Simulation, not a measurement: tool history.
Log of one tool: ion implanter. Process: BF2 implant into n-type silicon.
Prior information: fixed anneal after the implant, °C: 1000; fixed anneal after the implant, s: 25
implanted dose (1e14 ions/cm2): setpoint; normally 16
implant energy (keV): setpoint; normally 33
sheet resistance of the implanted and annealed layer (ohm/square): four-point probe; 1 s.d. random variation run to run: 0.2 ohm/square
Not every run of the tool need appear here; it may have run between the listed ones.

run	hour	implanted dose (1e14 ions/cm2)	implant energy (keV)	read-back reference wafer on the same gauge, sheet resistance	sheet resistance of the implanted and annealed layer (ohm/square)
1	0	19.25	39	156	118.65
2	20.5	19.25	39	155.93	118.52
3	38.5	19.25	39	155.83	118.16
4	63.6	16	35.5	155.73	127.51
5	77.5	16	35.5	155.75	127.41
6	92.8	16	35.5	155.65	127.26
# hour 113.8: Faraday cup replaced and dose calibrated
7	122.9	16	33	155.62	131.63
8	138.2	16	33	155.63	131.6
9	156.9	18.25	39.5	155.6	118.14
10	182.2	18.24	37	155.55	122.14
# hour 190.2: gauge calibrated
# hour 195: extraction supply calibrated
11	214.4	16	33	156.69	132.79
12	230.5	12.08	38	156.53	133.53
13	259.7	18.89	29	156.23	137.63
14	291	13.48	42.5	155.93	122.38
15	308.1	20.42	27	155.8	141.04

Consider 3 possible next runs. They are alternatives, not a sequence: every one starts from the tool as it was left by run 15. What does each give?
A	308.5	20.14	33	?	?
B	308.5	14.25	27	?	?
C	308.5	12.64	33	?	?

run	read-back reference wafer on the same gauge, sheet resistance	sheet resistance of the implanted and annealed layer (ohm/square)
A	155.78	127.86
B	155.78	147.46
C	155.78	138.83
With the hidden condition removed and each run's random variation left untouched, the same runs would have given:
run	sheet resistance of the implanted and annealed layer (ohm/square)
A	128.86
B	148.62
C	139.92
